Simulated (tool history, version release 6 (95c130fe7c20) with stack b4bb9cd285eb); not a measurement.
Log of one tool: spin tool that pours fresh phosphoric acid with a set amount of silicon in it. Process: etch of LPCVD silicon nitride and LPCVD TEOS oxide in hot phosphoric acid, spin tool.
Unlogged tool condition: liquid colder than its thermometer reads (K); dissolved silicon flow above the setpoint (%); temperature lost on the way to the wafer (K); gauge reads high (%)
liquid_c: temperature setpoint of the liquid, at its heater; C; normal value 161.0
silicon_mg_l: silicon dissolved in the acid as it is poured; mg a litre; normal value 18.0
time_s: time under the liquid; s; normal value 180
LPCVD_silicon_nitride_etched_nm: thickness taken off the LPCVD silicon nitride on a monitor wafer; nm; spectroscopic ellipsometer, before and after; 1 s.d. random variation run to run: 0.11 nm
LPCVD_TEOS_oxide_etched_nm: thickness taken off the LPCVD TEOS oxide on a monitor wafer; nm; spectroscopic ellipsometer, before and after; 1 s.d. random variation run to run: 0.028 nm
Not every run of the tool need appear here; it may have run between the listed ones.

run	hour	liquid_c	silicon_mg_l	time_s	wafers since the last listed run	hours since the thermometer was replaced	hours since the dissolved silicon flow meter was replaced	hours since the heated supply line was repaired	hours since the gauge calibration	read-back film thickness of the LPCVD silicon nitride reference wafer, read on the same gauge (nm)	read-back film thickness of the LPCVD TEOS oxide reference wafer, read on the same gauge (nm)	LPCVD_silicon_nitride_etched_nm	LPCVD_TEOS_oxide_etched_nm
1	0.0	161.0	18.0	210	0	2765.4	677.4	1877.9	486.7	89.99	109.999	16.50	0.340
2	28.5	161.0	18.0	210	152	2793.9	705.9	1906.4	515.2	89.99	109.987	16.48	0.353
3	42.7	161.0	14.0	260	75	2808.1	720.1	1920.6	529.4	90.00	109.984	20.45	0.548
4	72.8	161.0	14.0	260	160	2838.2	750.2	1950.7	559.5	89.98	109.983	20.60	0.462
5	99.9	161.0	14.0	260	144	2865.3	777.3	1977.8	586.6	90.00	109.985	20.40	0.553
6	121.9	161.0	18.0	130	117	2887.3	799.3	1999.8	608.6	90.00	110.035	10.22	0.214
7	136.1	161.0	18.0	180	75	2901.5	813.5	2014.0	622.8	90.01	109.993	14.02	0.281
8	168.7	163.0	18.0	265	174	2934.1	846.1	2046.6	655.4	90.01	109.995	22.11	0.592
9	196.4	163.0	18.0	265	147	2961.8	873.8	2074.3	683.1	89.99	109.972	21.81	0.552
10	211.8	161.0	18.0	180	82	2977.2	889.2	2089.7	698.5	90.02	110.002	13.86	0.312
11	244.9	163.5	18.0	180	176	3010.3	922.3	2122.8	731.6	90.00	110.006	15.26	0.421
# hour 267.6: heated supply line repaired
12	278.2	161.0	18.0	180	172	3043.6	955.6	10.6	764.9	89.99	109.990	15.51	0.399
# hour 290.5: dissolved silicon flow meter replaced
13	313.8	162.0	31.5	180	184	3079.2	23.3	46.2	800.5	90.01	109.996	16.21	0.262
14	333.7	164.0	32.5	180	106	3099.1	43.2	66.1	820.4	90.01	110.011	17.16	0.304
15	368.7	163.0	27.0	285	186	3134.1	78.2	101.1	855.4	89.99	109.976	26.45	0.516
# hour 376.8: gauge calibrated
16	393.9	163.0	27.0	285	134	3159.3	103.4	126.3	17.1	90.01	110.020	26.20	0.504
# hour 407.6: thermometer replaced
17	429.3	161.0	18.0	235	183	21.7	138.8	161.7	52.5	90.02	109.988	20.09	0.481
18	462.3	162.0	14.0	235	176	54.7	171.8	194.7	85.5	90.00	109.976	20.99	0.594
19	482.1	161.0	18.0	180	105	74.5	191.6	214.5	105.3	90.02	109.962	15.21	0.408
20	494.4	158.0	31.5	85	65	86.8	203.9	226.8	117.6	90.02	109.983	6.59	0.102
21	528.1	161.0	18.0	180	179	120.5	237.6	260.5	151.3	90.01	110.048	15.63	0.350
22	557.5	160.0	26.0	80	157	149.9	267.0	289.9	180.7	90.00	110.001	6.59	0.143

Exercise: give the hidden state of the tool at every run:
liquid colder than its thermometer reads (K): 0 on each run
dissolved silicon flow above the setpoint (%): 0 on each run
gauge reads high (%): 0 on each run
H1: temperature lost on the way to the wafer (K)
run	H1
1	3.69
2	3.74
3	3.77
4	3.82
5	3.87
6	3.91
7	3.94
8	4
9	4.05
10	4.08
11	4.14
12	0.742
13	0.808
14	0.845
15	0.91
16	0.957
17	1.02
18	1.08
19	1.12
20	1.14
21	1.21
22	1.26
